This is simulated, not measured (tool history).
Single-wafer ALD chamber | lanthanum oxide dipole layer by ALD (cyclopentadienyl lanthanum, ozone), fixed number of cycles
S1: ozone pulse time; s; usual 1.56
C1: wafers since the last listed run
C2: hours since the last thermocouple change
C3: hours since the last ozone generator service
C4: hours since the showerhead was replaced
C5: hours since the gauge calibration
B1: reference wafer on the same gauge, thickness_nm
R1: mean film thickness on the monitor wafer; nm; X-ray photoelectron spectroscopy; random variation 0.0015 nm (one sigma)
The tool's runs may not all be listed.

run 1 hour=0 | S1=2.05 | C1=0 C2=472.5 C3=397 C4=2476.7 C5=944 | B1=0.533 | R1=0.572
run 2 hour=56 | S1=1.73 | C1=1268 C2=528.5 C3=453 C4=2532.7 C5=1000 | B1=0.533 | R1=0.559
run 3 hour=100.2 | S1=1.73 | C1=1001 C2=572.7 C3=497.2 C4=2576.9 C5=1044.2 | B1=0.533 | R1=0.562
run 4 hour=203.8 | S1=1.73 | C1=2346 C2=676.3 C3=600.8 C4=2680.5 C5=1147.8 | B1=0.533 | R1=0.558
run 5 hour=259.4 | S1=1.37 | C1=1259 C2=731.9 C3=656.4 C4=2736.1 C5=1203.4 | B1=0.533 | R1=0.529
run 6 hour=309.3 | S1=1.56 | C1=1130 C2=781.8 C3=706.3 C4=2786 C5=1253.3 | B1=0.533 | R1=0.549
run 7 hour=357.6 | S1=1.94 | C1=1093 C2=830.1 C3=754.6 C4=2834.3 C5=1301.6 | B1=0.533 | R1=0.567
run 8 hour=452.4 | S1=1.94 | C1=2147 C2=924.9 C3=849.4 C4=2929.1 C5=1396.4 | B1=0.533 | R1=0.567
run 9 hour=529.5 | S1=1.94 | C1=1746 C2=1002 C3=926.5 C4=3006.2 C5=1473.5 | B1=0.533 | R1=0.566
run 10 hour=611.9 | S1=1.12 | C1=1866 C2=1084.4 C3=1008.9 C4=3088.6 C5=1555.9 | B1=0.533 | R1=0.491
run 11 hour=719.7 | S1=1.12 | C1=2441 C2=1192.2 C3=1116.7 C4=3196.4 C5=1663.7 | B1=0.533 | R1=0.489
run 12 hour=799.9 | S1=1.09 | C1=1816 C2=1272.4 C3=1196.9 C4=3276.6 C5=1743.9 | B1=0.533 | R1=0.483
run 13 hour=836.9 | S1=1.09 | C1=838 C2=1309.4 C3=1233.9 C4=3313.6 C5=1780.9 | B1=0.533 | R1=0.48
run 14 hour=904.1 | S1=1.56 | C1=1521 C2=1376.6 C3=1301.1 C4=3380.8 C5=1848.1 | B1=0.533 | R1=0.545
run 15 hour=941 | S1=2.06 | C1=835 C2=1413.5 C3=1338 C4=3417.7 C5=1885 | B1=0.533 | R1=0.572
-- hour=1029.6 ozone generator serviced
run 16 hour=1030.1 | S1=1.56 | C1=1836 C2=1502.6 C3=0.5 C4=3506.8 C5=1974.1 | B1=0.533 | R1=0.552
run 17 hour=1096.6 | S1=1.2 | C1=1506 C2=1569.1 C3=67 C4=3573.3 C5=2040.6 | B1=0.533 | R1=0.517
run 18 hour=1149.5 | S1=1.56 | C1=1198 C2=1622 C3=119.9 C4=3626.2 C5=2093.5 | B1=0.533 | R1=0.554
-- hour=1166.4 thermocouple changed; heater temperature recalibrated
run 19 hour=1205.9 | S1=1.06 | C1=1096 C2=39.5 C3=176.3 C4=3682.6 C5=2149.9 | B1=0.533 | R1=0.488
-- hour=1210.5 gauge calibrated
run 20 hour=1274.3 | S1=1.56 | C1=1549 C2=107.9 C3=244.7 C4=3751 C5=63.8 | B1=0.533 | R1=0.555
run 21 hour=1351.4 | S1=1.04 | C1=1746 C2=185 C3=321.8 C4=3828.1 C5=140.9 | B1=0.533 | R1=0.481
run 22 hour=1396.1 | S1=2.09 | C1=1012 C2=229.7 C3=366.5 C4=3872.8 C5=185.6 | B1=0.533 | R1=0.572
run 23 hour=1508.5 | S1=2.02 | C1=2545 C2=342.1 C3=478.9 C4=3985.2 C5=298 | B1=0.533 | R1=0.57
-- hour=1555.9 showerhead replaced
run 24 hour=1557.5 | S1=1.56 | C1=928 C2=391.1 C3=527.9 C4=1.6 C5=347 | B1=0.533 | R1=0.552
run 25 hour=1657.9 | S1=1.73 | C1=2273 C2=491.5 C3=628.3 C4=102 C5=447.4 | B1=0.533 | R1=0.559
run 26 hour=1756.2 | S1=1.96 | C1=2226 C2=589.8 C3=726.6 C4=200.3 C5=545.7 | B1=0.533 | R1=0.566
run 27 hour=1795.7 | S1=1.39 | C1=894 C2=629.3 C3=766.1 C4=239.8 C5=585.2 | B1=0.533 | R1=0.533
run 28 hour=1843.1 | S1=1.35 | C1=1073 C2=676.7 C3=813.5 C4=287.2 C5=632.6 | B1=0.533 | R1=0.533
run 29 hour=1886.3 | S1=1.56 | C1=978 C2=719.9 C3=856.7 C4=330.4 C5=675.8 | B1=0.533 | R1=0.548
run 30 hour=1929.1 | S1=1.18 | C1=969 C2=762.7 C3=899.5 C4=373.2 C5=718.6 | B1=0.533 | R1=0.506
run 31 hour=2245.3 | S1=0.99 | C1=7161 C2=1078.9 C3=1215.7 C4=689.4 C5=1034.8 | B1=0.533 | R1=0.457
run 32 hour=2344 | S1=1.98 | C1=2235 C2=1177.6 C3=1314.4 C4=788.1 C5=1133.5 | B1=0.533 | R1=0.567
-- hour=2401.5 ozone generator serviced
run 33 hour=2420.4 | S1=2.02 | C1=1549 C2=1254 C3=18.9 C4=864.5 C5=1209.9 | B1=0.533 | R1=0.571
run 34 hour=2464.4 | S1=1.81 | C1=996 C2=1298 C3=62.9 C4=908.5 C5=1253.9 | B1=0.533 | R1=0.567

Hidden state at the last listed run before each entry between runs and at the first one after, where it differs:
Between runs 15 and 16: ozone generator serviced (hour 1029.6)
  ozone dose above that of a generator just serviced (%): -7.2 -> -0.163
  measured less the result without the state, R1: -0.003 -> +0 nm
Between runs 18 and 19: thermocouple changed; heater temperature recalibrated (hour 1166.4)
  ozone dose above that of a generator just serviced (%): -0.729 -> -0.997
  measured less the result without the state, R1: -0.001 -> -0.002 nm
Between runs 19 and 20: gauge calibrated (hour 1210.5)
  ozone dose above that of a generator just serviced (%): -0.997 -> -1.32
  measured less the result without the state, R1: -0.002 -> -0.001 nm
Between runs 23 and 24: showerhead replaced (hour 1555.9)
  ozone dose above that of a generator just serviced (%): -2.43 -> -2.67
  measured less the result without the state, R1: -0.001 -> -0.003 nm
Between runs 32 and 33: ozone generator serviced (hour 2401.5)
  ozone dose above that of a generator just serviced (%): -6.4 -> -0.259
  measured less the result without the state, R1: -0.003 -> +0 nm

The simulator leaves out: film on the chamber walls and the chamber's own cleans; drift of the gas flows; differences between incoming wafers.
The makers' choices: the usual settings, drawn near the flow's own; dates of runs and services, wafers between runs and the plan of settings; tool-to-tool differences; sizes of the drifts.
